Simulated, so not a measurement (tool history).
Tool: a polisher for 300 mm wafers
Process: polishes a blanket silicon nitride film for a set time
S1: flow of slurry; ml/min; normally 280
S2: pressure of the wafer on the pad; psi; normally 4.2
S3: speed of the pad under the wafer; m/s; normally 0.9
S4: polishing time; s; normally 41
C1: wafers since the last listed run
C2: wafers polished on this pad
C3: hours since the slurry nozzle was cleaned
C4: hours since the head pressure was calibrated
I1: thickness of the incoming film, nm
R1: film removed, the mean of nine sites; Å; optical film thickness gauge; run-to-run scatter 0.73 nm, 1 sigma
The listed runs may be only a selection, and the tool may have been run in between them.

Run 1, hour 0: usual settings but S2 4.8 psi, S3 0.68 m/s; C1 0; C2 1728; C3 169.8; C4 645.6; I1 379.1. Result: R1 803 Å.
Run 2, hour 36.3: usual settings but S2 4.8 psi, S3 0.68 m/s; C1 552; C2 2281; C3 206.1; C4 681.9; I1 380.1. Result: R1 807 Å.
Run 3, hour 76.5: usual settings but S2 4.8 psi, S3 0.68 m/s; C1 612; C2 2893; C3 246.3; C4 722.1; I1 380.1. Result: R1 792 Å.
At hour 89.6: worn pad replaced by a new one.
At hour 92.7: head pressure recalibrated.
Run 4, hour 108.4: usual settings; C1 394; C2 255; C3 278.2; C4 15.7; I1 373.5. Result: R1 920 Å.
Run 5, hour 141.6: usual settings; C1 505; C2 761; C3 311.4; C4 48.9; I1 374.1. Result: R1 900 Å.
Run 6, hour 201.1: usual settings; C1 906; C2 1667; C3 370.9; C4 108.4; I1 382.1. Result: R1 907 Å.
Run 7, hour 265.6: usual settings; C1 982; C2 2649; C3 435.4; C4 172.9; I1 378.3. Result: R1 878 Å.
Run 8, hour 302.9: usual settings; C1 568; C2 3217; C3 472.7; C4 210.2; I1 377.4. Result: R1 877 Å.
At hour 317.4: worn pad replaced by a new one.
Run 9, hour 352.8: usual settings; C1 699; C2 539; C3 522.6; C4 260.1; I1 380.6. Result: R1 909 Å.
At hour 408.2: slurry nozzle cleaned.
Run 10, hour 424.3: usual settings; C1 1073; C2 1613; C3 16.1; C4 331.6; I1 378.2. Result: R1 895 Å.
Run 11, hour 482.7: usual settings; C1 889; C2 2502; C3 74.5; C4 390; I1 375.9. Result: R1 874 Å.
Run 12, hour 530.8: usual settings; C1 732; C2 3234; C3 122.6; C4 438.1; I1 382.1. Result: R1 866 Å.
At hour 540.6: worn pad replaced by a new one.
Run 13, hour 595.5: usual settings; C1 924; C2 836; C3 187.3; C4 502.8; I1 377.1. Result: R1 897 Å.
Run 14, hour 620.1: usual settings but S1 225 ml/min, S2 2.9 psi, S3 0.58 m/s, S4 48 s; C1 374; C2 1211; C3 211.9; C4 527.4; I1 376.5. Result: R1 514 Å.

For run 15, what comes out?
Run 15, hour 659.5: usual settings; C1 600; C2 1811; C3 251.3; C4 566.8; I1 373.9. Result: R1 ?.

{"run 15": {"R1": 902}}
Had the tool carried no hidden state, the very same run would have given R1 938 Å.
